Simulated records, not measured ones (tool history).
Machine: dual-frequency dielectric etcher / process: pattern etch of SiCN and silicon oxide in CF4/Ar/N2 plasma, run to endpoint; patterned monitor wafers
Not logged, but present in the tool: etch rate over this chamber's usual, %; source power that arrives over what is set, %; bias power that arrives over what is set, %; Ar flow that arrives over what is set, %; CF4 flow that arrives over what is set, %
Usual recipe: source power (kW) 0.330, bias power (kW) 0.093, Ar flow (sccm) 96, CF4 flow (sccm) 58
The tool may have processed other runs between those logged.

run	day	source power (kW)	bias power (kW)	Ar flow (sccm)	CF4 flow (sccm)	wafers since the last listed run	hours since the last wet clean	hours since the last source power generator calibration	hours since the last bias power generator calibration	hours since the last Ar flow controller change	hours since the last CF4 flow controller change	hours since the last upper electrode change	incoming incoming film thickness, nm	endpoint time (s)
1	0.000	0.330	0.093	96	48	0	20.5	3767.3	1550.4	6135.6	3079.8	2222.1	9.16	13.3
2	1.521	0.330	0.093	96	58	626	57.0	3803.8	1586.9	6172.1	3116.3	2258.6	9.20	13.0
3	3.579	0.330	0.093	96	50	847	106.4	3853.2	1636.3	6221.5	3165.7	2308.0	9.19	13.0
4	5.492	0.330	0.093	96	50	787	152.3	3899.1	1682.2	6267.4	3211.6	2353.9	9.14	13.2
5	7.400	0.330	0.093	96	50	785	198.1	3944.9	1728.0	6313.2	3257.4	2399.7	9.08	13.0
6	9.046	0.330	0.093	96	58	677	237.6	3984.4	1767.5	6352.7	3296.9	2439.2	9.28	12.9
7	10.900	0.330	0.093	96	58	763	282.1	4028.9	1812.0	6397.2	3341.4	2483.7	9.32	13.3
8	12.229	0.330	0.093	96	58	547	314.0	4060.8	1843.9	6429.1	3373.3	2515.6	9.10	12.9
# day 13.050: CF4 flow controller replaced
9	14.175	0.330	0.093	96	58	698	360.7	4107.5	1890.6	6475.8	27.0	2562.3	9.19	13.1
# day 16.892: source power generator calibrated
10	17.088	0.270	0.093	96	58	1130	430.6	4.7	1960.5	6545.7	96.9	2632.2	9.13	14.0
# day 19.054: upper electrode replaced
11	19.108	0.370	0.093	96	58	420	479.1	53.2	2009.0	6594.2	145.4	1.3	9.24	12.4
12	21.317	0.330	0.093	96	72	909	532.1	106.2	2062.0	6647.2	198.4	54.3	9.28	13.0
# day 21.612: Ar flow controller replaced
# day 23.254: bias power generator calibrated
# day 24.950: wet clean of the chamber
13	24.971	0.330	0.093	96	64	921	0.5	193.9	41.2	80.6	286.1	142.0	9.12	12.7
14	25.704	0.330	0.093	96	64	301	18.1	211.5	58.8	98.2	303.7	159.6	9.21	12.9
15	26.808	0.400	0.093	96	58	454	44.6	238.0	85.3	124.7	330.2	186.1	9.27	12.0
16	29.479	0.330	0.093	96	58	1099	108.7	302.1	149.4	188.8	394.3	250.2	9.22	13.0
17	32.404	0.330	0.093	96	58	1204	178.9	372.3	219.6	259.0	464.5	320.4	9.13	12.9
18	33.583	0.260	0.110	86	70	485	207.2	400.6	247.9	287.3	492.8	348.7	9.15	12.9
19	35.017	0.310	0.093	116	58	590	241.6	435.0	282.3	321.7	527.2	383.1	9.23	13.7

Forecast each of these 3 alternatives for the next run:
A	35.033	0.330	0.093	96	58	6	242.0	435.4	282.7	322.1	527.6	383.5	9.22	?
B	35.033	0.330	0.077	81	70	6	242.0	435.4	282.7	322.1	527.6	383.5	9.22	?
C	35.033	0.390	0.093	96	50	6	242.0	435.4	282.7	322.1	527.6	383.5	9.22	?

run	endpoint time (s)
A	13.0
B	13.3
C	12.2
What these runs would have given with no unlogged condition in the tool:
run	endpoint time (s)
A	13.0
B	13.3
C	12.2
